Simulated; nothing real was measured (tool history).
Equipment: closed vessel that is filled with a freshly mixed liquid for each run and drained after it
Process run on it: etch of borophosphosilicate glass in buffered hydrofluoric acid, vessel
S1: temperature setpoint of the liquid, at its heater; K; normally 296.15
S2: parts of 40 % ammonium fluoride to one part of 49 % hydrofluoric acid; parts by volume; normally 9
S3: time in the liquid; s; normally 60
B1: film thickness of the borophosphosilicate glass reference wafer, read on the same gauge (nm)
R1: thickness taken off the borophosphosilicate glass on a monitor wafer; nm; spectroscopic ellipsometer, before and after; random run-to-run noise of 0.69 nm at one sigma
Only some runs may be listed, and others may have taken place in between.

run	hour	S1	S2	S3	B1	R1
1	0	296.15	9	60	120.59	191.7
2	14.9	296.15	11	60	120.68	162.1
3	41.6	296.15	11	60	120.79	162.33
4	65	296.15	11	60	120.96	161.97
5	100.7	296.15	9	60	121.2	190.15
6	114.1	296.15	9	60	121.32	191.12
# hour 125.6: hydrofluoric acid flow meter replaced
7	131.6	294.15	9	60	121.47	171.63
8	153.2	296.15	9	60	121.65	191.37
9	170.8	296.15	9	60	121.84	192.32
# hour 177.1: thermometer replaced
10	185.8	296.15	9	30	121.94	96.33
# hour 204.3: gauge calibrated
11	219.6	291.15	9	80	120.28	192.83
12	239.3	294.65	7	60	120.28	231.15
13	258.4	296.15	9	60	120.29	190.34
14	278.3	298.15	7	60	120.32	279.3
15	308.5	296.15	6.5	60	120.45	264.82
16	329	296.15	11	80	120.47	215.36

3 ways to go on from here, each from the tool as it stands after run 16. What would each give?
A	329.7	296.15	9	40	?	?
B	329.7	292.15	11.5	70	?	?
C	329.7	293.65	10.5	95	?	?

run	B1	R1
A	120.46	126.17
B	120.46	144.45
C	120.46	232.96
Without the tool's hidden state the same runs would have given:
run	R1
A	125.65
B	143.86
C	232

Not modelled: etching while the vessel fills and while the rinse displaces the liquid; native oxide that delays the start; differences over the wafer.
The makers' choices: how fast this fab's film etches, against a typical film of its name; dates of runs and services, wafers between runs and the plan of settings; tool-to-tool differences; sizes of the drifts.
